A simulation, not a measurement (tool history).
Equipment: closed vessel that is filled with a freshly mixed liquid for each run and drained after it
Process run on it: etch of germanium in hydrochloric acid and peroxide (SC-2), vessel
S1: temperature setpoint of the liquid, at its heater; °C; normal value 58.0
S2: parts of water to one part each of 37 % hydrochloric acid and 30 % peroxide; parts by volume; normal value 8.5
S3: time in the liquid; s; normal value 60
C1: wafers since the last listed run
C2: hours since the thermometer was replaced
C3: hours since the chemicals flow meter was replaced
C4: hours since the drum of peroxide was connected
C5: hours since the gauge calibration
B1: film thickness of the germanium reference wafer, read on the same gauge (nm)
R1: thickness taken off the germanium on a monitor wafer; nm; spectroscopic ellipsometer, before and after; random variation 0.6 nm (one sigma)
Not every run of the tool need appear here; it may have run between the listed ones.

| run | hour | S1 | S2 | S3 | C1 | C2 | C3 | C4 | C5 | B1 | R1 |
|---|---|---|---|---|---|---|---|---|---|---|---|
| 1 | 0.0 | 60.5 | 8.5 | 60 | 0 | 478.1 | 784.3 | 234.4 | 102.4 | 120.02 | 168.57 |
| 2 | 14.0 | 60.5 | 8.5 | 60 | 1894 | 492.1 | 798.3 | 248.4 | 116.4 | 119.96 | 170.59 |
| 3 | 44.7 | 55.0 | 8.5 | 60 | 4154 | 522.8 | 829.0 | 279.1 | 147.1 | 120.01 | 144.03 |
| 4 | 62.6 | 55.0 | 8.5 | 60 | 2422 | 540.7 | 846.9 | 297.0 | 165.0 | 120.02 | 144.76 |
|  | 64.8 | gauge calibrated |
| 5 | 69.7 | 53.0 | 8.5 | 60 | 960 | 547.8 | 854.0 | 304.1 | 4.9 | 120.01 | 137.00 |
| 6 | 78.2 | 58.0 | 8.5 | 60 | 1150 | 556.3 | 862.5 | 312.6 | 13.4 | 120.01 | 158.72 |
| 7 | 87.7 | 58.0 | 8.5 | 60 | 1285 | 565.8 | 872.0 | 322.1 | 22.9 | 119.95 | 159.22 |
|  | 92.0 | new drum of peroxide connected |
|  | 98.3 | thermometer replaced |
| 8 | 99.0 | 58.0 | 9.5 | 80 | 1258 | 0.7 | 883.3 | 7.0 | 34.2 | 119.98 | 195.33 |
| 9 | 112.6 | 58.0 | 10.5 | 60 | 1840 | 14.3 | 896.9 | 20.6 | 47.8 | 120.03 | 145.77 |
| 10 | 119.0 | 58.0 | 10.5 | 60 | 866 | 20.7 | 903.3 | 27.0 | 54.2 | 120.01 | 144.11 |
|  | 123.8 | chemicals flow meter replaced |
| 11 | 135.5 | 58.0 | 8.5 | 60 | 2097 | 37.2 | 11.7 | 43.5 | 70.7 | 120.04 | 148.33 |
| 12 | 143.3 | 58.0 | 8.5 | 60 | 1055 | 45.0 | 19.5 | 51.3 | 78.5 | 120.00 | 148.45 |
| 13 | 158.1 | 58.0 | 5.0 | 45 | 2002 | 59.8 | 34.3 | 66.1 | 93.3 | 119.98 | 115.50 |
| 14 | 169.8 | 66.5 | 12.0 | 85 | 1583 | 71.5 | 46.0 | 77.8 | 105.0 | 119.96 | 259.70 |
| 15 | 176.8 | 58.0 | 8.5 | 60 | 947 | 78.5 | 53.0 | 84.8 | 112.0 | 120.03 | 148.16 |
| 16 | 193.7 | 51.5 | 8.5 | 90 | 2286 | 95.4 | 69.9 | 101.7 | 128.9 | 119.98 | 184.16 |

Run 17 has not been measured yet. What should we expect?
| 17 | 200.1 | 50.0 | 8.5 | 60 | 866 | 101.8 | 76.3 | 108.1 | 135.3 | ? | ? |

Run 17 gave B1 119.98, R1 117.35 nm.
Were there no unlogged condition in the tool, this run, its random variation unchanged, would have produced R1 115.51 nm.
